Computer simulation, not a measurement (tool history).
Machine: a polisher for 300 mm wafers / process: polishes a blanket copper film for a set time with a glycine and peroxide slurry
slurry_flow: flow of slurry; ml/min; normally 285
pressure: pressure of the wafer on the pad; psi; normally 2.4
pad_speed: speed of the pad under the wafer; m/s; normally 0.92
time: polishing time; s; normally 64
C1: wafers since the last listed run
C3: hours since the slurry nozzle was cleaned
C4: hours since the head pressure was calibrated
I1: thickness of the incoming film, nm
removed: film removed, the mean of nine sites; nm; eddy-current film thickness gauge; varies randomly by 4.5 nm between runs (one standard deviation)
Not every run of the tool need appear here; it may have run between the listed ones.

run 1 hour=0.0 | slurry_flow=285 pressure=2.4 pad_speed=0.92 time=64 | C1=0 wafers_polished_on_this_pad=32 C3=793.8 C4=1219.3 | I1=2066.6 | removed=312.6
run 2 hour=23.1 | slurry_flow=285 pressure=2.4 pad_speed=0.92 time=64 | C1=292 wafers_polished_on_this_pad=325 C3=816.9 C4=1242.4 | I1=2076.1 | removed=285.5
run 3 hour=58.6 | slurry_flow=285 pressure=2.4 pad_speed=0.92 time=64 | C1=450 wafers_polished_on_this_pad=775 C3=852.4 C4=1277.9 | I1=2092.3 | removed=268.0
-- hour=70.8 worn pad replaced by a new one
run 4 hour=75.2 | slurry_flow=285 pressure=2.4 pad_speed=0.92 time=64 | C1=159 wafers_polished_on_this_pad=56 C3=869.0 C4=1294.5 | I1=2075.7 | removed=304.2
run 5 hour=98.9 | slurry_flow=285 pressure=2.4 pad_speed=0.92 time=64 | C1=300 wafers_polished_on_this_pad=356 C3=892.7 C4=1318.2 | I1=2064.4 | removed=279.0
run 6 hour=127.7 | slurry_flow=285 pressure=2.4 pad_speed=0.92 time=64 | C1=365 wafers_polished_on_this_pad=722 C3=921.5 C4=1347.0 | I1=2075.0 | removed=268.5
-- hour=146.5 worn pad replaced by a new one
run 7 hour=163.2 | slurry_flow=285 pressure=2.4 pad_speed=0.92 time=64 | C1=399 wafers_polished_on_this_pad=211 C3=957.0 C4=1382.5 | I1=2038.2 | removed=284.4

The next listed run, before its measurement:
-- hour=183.7 slurry nozzle cleaned
run 8 hour=196.1 | slurry_flow=285 pressure=2.7 pad_speed=0.92 time=64 | C1=404 wafers_polished_on_this_pad=616 C3=12.4 C4=1415.4 | I1=2059.7 | removed=?

removed: 282.4 nm
With no hidden state in the tool, this same run would have given removed 324.9 nm.
